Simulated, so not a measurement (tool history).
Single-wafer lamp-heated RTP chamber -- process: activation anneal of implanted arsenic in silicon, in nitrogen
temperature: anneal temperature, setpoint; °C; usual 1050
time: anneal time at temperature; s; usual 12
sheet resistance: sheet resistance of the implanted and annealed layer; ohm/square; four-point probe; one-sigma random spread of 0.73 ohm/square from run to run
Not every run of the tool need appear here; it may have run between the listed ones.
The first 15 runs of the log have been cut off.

run,hour,temperature,time,wafers since the last listed run,wafers since the last pyrometer calibration,wafers since the reflector plate was cleaned,hours since the gauge calibration,"read-back reference wafer on the same gauge, sheet resistance",sheet resistance
16,423.6,1077,9,575,5070,3499,176.8,430.95,476.49
17,464.8,1050,12,916,5986,4415,218,430.94,480.38
18,497.6,1039,12,729,6715,5144,250.8,430.94,483.7
# hour 512: pyrometer window cleaned and pyrometer calibrated
19,523.3,1059,18,393,252,5538,276.5,431.13,476.94
20,548.3,1064,15,555,808,6094,301.5,430.84,475.44
21,565.5,1076,14,382,1190,6476,318.7,430.95,472.99
22,599.1,1050,12,747,1937,7224,352.3,430.91,482.45
23,615.3,1050,12,360,2297,7584,368.5,431,481.18
24,645.1,1025,19,662,2960,8246,398.3,430.98,483.33
25,676,1050,5,687,3647,8933,429.2,431.15,489.83
26,699.6,1022,8,524,4172,9458,452.8,431.15,491.11
27,729.8,1030,18,671,4843,10130,483,431.05,481.67
# hour 750.5: reflector plate cleaned
28,753.8,1023,12,355,5199,72,507,430.9,487.62
29,782.5,1021,12,638,5837,711,535.7,430.93,488.43

Forecast run 30:
30,813.2,1050,6,682,6520,1393,566.4,?,?

read-back reference wafer on the same gauge, sheet resistance: 430.98
sheet resistance: 489.03 ohm/square
If the tool had no hidden condition, the same run with the same run-to-run variation would have returned sheet resistance 491.15 ohm/square.
